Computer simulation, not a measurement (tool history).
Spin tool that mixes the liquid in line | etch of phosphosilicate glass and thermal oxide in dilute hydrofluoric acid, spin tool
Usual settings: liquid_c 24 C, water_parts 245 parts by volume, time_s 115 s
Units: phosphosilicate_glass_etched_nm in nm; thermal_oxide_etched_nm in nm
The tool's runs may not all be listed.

run   hour  liquid_c  water_parts  time_s  read-back film thickness of the phosphosilicate glass reference wafer, read on the same gauge (nm)  read-back film thickness of the thermal oxide reference wafer, read on the same gauge (nm)  phosphosilicate_glass_etched_nm  thermal_oxide_etched_nm
  1      0        24          245     115                                                                                              120.01                                                                                      49.992                            58.51                    1.987
  2   16.9        24          245     115                                                                                              119.99                                                                                      49.992                            58.35                    2.033
  3   34.3        24          245     115                                                                                              120.02                                                                                      49.966                            58.48                    2.041
      36.2  -- thermometer replaced
  4   58.9        24          135     115                                                                                                 120                                                                                      49.985                           116.12                    4.051
      66.3  -- gauge calibrated
  5   74.9        24          245     115                                                                                              120.01                                                                                      50.003                            57.45                     1.95
  6  103.7        24          245     115                                                                                              119.97                                                                                      50.014                            56.71                    1.987
  7  134.8        24          195     115                                                                                              119.98                                                                                      49.988                            75.26                    2.663
  8  158.2        20          245     115                                                                                              119.98                                                                                      50.015                            49.42                     1.71
  9  178.2      22.5          245     115                                                                                              119.99                                                                                      49.998                            54.62                    1.926
 10  203.7        24          245     115                                                                                              119.99                                                                                      50.026                            57.82                    2.036
 11  223.7      27.5          320      60                                                                                              119.99                                                                                      49.975                            24.27                     0.82
 12  258.4        24          160     115                                                                                              119.96                                                                                      50.004                            97.58                    3.415
 13  294.2        24          245     115                                                                                                 120                                                                                      49.983                            57.92                    2.084
     295.2  -- hydrofluoric acid flow meter replaced
 14  315.3      22.5          355      85                                                                                              119.98                                                                                      50.022                            23.59                     0.82
 15  332.7        24          300     170                                                                                              120.04                                                                                      49.999                            62.54                    2.097
 16  354.9        24          245     115                                                                                              120.02                                                                                      50.008                            54.22                    1.806
 17  373.1        24          245     115                                                                                              120.01                                                                                      50.031                            54.37                     1.94
 18  392.9      28.5          245      80                                                                                              119.99                                                                                       50.02                            43.79                    1.569
 19  442.6      27.5          300      50                                                                                                 120                                                                                      49.978                            20.98                    0.706
 20    460      27.5          345     115                                                                                              119.96                                                                                      49.989                            39.88                     1.38
 21  520.2        22          155      95                                                                                                 120                                                                                      50.015                            73.37                    2.514
 22  533.4        24          245     115                                                                                              119.96                                                                                      50.016                            55.37                    1.843
 23  568.2      19.5          155     115                                                                                              119.97                                                                                      49.997                            80.19                     2.84
 24  585.6      20.5          320     140                                                                                              120.01                                                                                       50.01                            42.06                    1.491
 25  604.6        24          245     115                                                                                              119.97                                                                                      50.002                            55.93                    1.918
 26  631.4      22.5          145      50                                                                                              120.02                                                                                      50.013                            42.94                    1.479

What the log doesn't show, run by run:
gauge reads high (%): 0 in every run
H1: liquid hotter than its thermometer reads (K)
H2: hydrofluoric acid flow above the setpoint (%)
run      H1     H2
  1     0.9   5.64
  2   0.921   5.69
  3   0.942   5.75
  4  0.0454   5.82
  5  0.0646   5.87
  6  0.0992   5.96
  7   0.137   6.06
  8   0.165   6.13
  9   0.189   6.19
 10   0.219   6.27
 11   0.243   6.34
 12   0.285   6.44
 13   0.328   6.56
 14   0.354  0.452
 15   0.374  0.506
 16   0.401  0.575
 17   0.423  0.632
 18   0.447  0.694
 19   0.507  0.849
 20   0.527  0.903
 21     0.6   1.09
 22   0.616   1.13
 23   0.657   1.24
 24   0.678   1.29
 25   0.701   1.35
 26   0.733   1.44
